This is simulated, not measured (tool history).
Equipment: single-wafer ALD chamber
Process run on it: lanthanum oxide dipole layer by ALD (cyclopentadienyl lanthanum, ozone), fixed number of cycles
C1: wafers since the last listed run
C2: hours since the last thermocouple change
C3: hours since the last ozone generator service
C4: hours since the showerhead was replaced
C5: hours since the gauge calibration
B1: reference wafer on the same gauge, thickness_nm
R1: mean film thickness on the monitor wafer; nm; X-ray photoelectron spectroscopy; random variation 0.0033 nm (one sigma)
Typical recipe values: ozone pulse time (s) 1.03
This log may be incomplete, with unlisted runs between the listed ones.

run 1 hour=0.0 | ozone_pulse_time_(s)=1.03 | C1=0 C2=2539.8 C3=248.9 C4=5735.4 C5=80.6 | B1=0.538 | R1=0.528
run 2 hour=50.0 | ozone_pulse_time_(s)=1.03 | C1=1270 C2=2589.8 C3=298.9 C4=5785.4 C5=130.6 | B1=0.537 | R1=0.527
run 3 hour=98.5 | ozone_pulse_time_(s)=1.03 | C1=1232 C2=2638.3 C3=347.4 C4=5833.9 C5=179.1 | B1=0.537 | R1=0.516
run 4 hour=115.7 | ozone_pulse_time_(s)=1.03 | C1=437 C2=2655.5 C3=364.6 C4=5851.1 C5=196.3 | B1=0.537 | R1=0.516
-- hour=124.4 showerhead replaced
-- hour=126.7 thermocouple changed; heater temperature recalibrated
run 5 hour=131.2 | ozone_pulse_time_(s)=1.03 | C1=132 C2=4.5 C3=380.1 C4=6.8 C5=211.8 | B1=0.537 | R1=0.514
run 6 hour=139.4 | ozone_pulse_time_(s)=1.25 | C1=208 C2=12.7 C3=388.3 C4=15.0 C5=220.0 | B1=0.536 | R1=0.540
run 7 hour=155.9 | ozone_pulse_time_(s)=1.25 | C1=419 C2=29.2 C3=404.8 C4=31.5 C5=236.5 | B1=0.537 | R1=0.530
run 8 hour=173.7 | ozone_pulse_time_(s)=1.24 | C1=452 C2=47.0 C3=422.6 C4=49.3 C5=254.3 | B1=0.536 | R1=0.526
run 9 hour=181.2 | ozone_pulse_time_(s)=1.24 | C1=190 C2=54.5 C3=430.1 C4=56.8 C5=261.8 | B1=0.536 | R1=0.535
run 10 hour=193.5 | ozone_pulse_time_(s)=1.24 | C1=312 C2=66.8 C3=442.4 C4=69.1 C5=274.1 | B1=0.538 | R1=0.527
run 11 hour=208.5 | ozone_pulse_time_(s)=0.74 | C1=381 C2=81.8 C3=457.4 C4=84.1 C5=289.1 | B1=0.538 | R1=0.452
-- hour=224.6 ozone generator serviced
run 12 hour=225.1 | ozone_pulse_time_(s)=0.66 | C1=218 C2=98.4 C3=0.5 C4=100.7 C5=305.7 | B1=0.537 | R1=0.482
-- hour=238.4 gauge calibrated
run 13 hour=242.0 | ozone_pulse_time_(s)=0.65 | C1=429 C2=115.3 C3=17.4 C4=117.6 C5=3.6 | B1=0.538 | R1=0.485
run 14 hour=251.3 | ozone_pulse_time_(s)=1.03 | C1=236 C2=124.6 C3=26.7 C4=126.9 C5=12.9 | B1=0.536 | R1=0.536
run 15 hour=297.2 | ozone_pulse_time_(s)=1.03 | C1=1166 C2=170.5 C3=72.6 C4=172.8 C5=58.8 | B1=0.538 | R1=0.539
run 16 hour=312.6 | ozone_pulse_time_(s)=1.03 | C1=391 C2=185.9 C3=88.0 C4=188.2 C5=74.2 | B1=0.537 | R1=0.539
run 17 hour=322.1 | ozone_pulse_time_(s)=0.67 | C1=241 C2=195.4 C3=97.5 C4=197.7 C5=83.7 | B1=0.537 | R1=0.481
run 18 hour=335.2 | ozone_pulse_time_(s)=1.15 | C1=332 C2=208.5 C3=110.6 C4=210.8 C5=96.8 | B1=0.537 | R1=0.549
run 19 hour=352.9 | ozone_pulse_time_(s)=1.03 | C1=449 C2=226.2 C3=128.3 C4=228.5 C5=114.5 | B1=0.537 | R1=0.536
run 20 hour=368.6 | ozone_pulse_time_(s)=1.21 | C1=398 C2=241.9 C3=144.0 C4=244.2 C5=130.2 | B1=0.537 | R1=0.554

Subtracting, for every run, the result it would have given without the tool's unlogged condition from the measured result gives the following. The same run-to-run variation enters both numbers; the gauge's scatter may not:
The tool's hidden condition here consists of: wafer temperature above the value expected at the setpoint (K); ozone dose above that of a generator just serviced (%); gauge reads high (%).
run=1 R1=-0.014
run=2 R1=-0.019
run=3 R1=-0.024
run=4 R1=-0.027
run=5 R1=-0.029
run=6 R1=-0.026
run=7 R1=-0.028
run=8 R1=-0.030
run=9 R1=-0.032
run=10 R1=-0.034
run=11 R1=-0.047
run=12 R1=-0.005
run=13 R1=-0.006
run=14 R1=-0.005
run=15 R1=-0.005
run=16 R1=-0.005
run=17 R1=-0.007
run=18 R1=-0.006
run=19 R1=-0.006
run=20 R1=-0.006

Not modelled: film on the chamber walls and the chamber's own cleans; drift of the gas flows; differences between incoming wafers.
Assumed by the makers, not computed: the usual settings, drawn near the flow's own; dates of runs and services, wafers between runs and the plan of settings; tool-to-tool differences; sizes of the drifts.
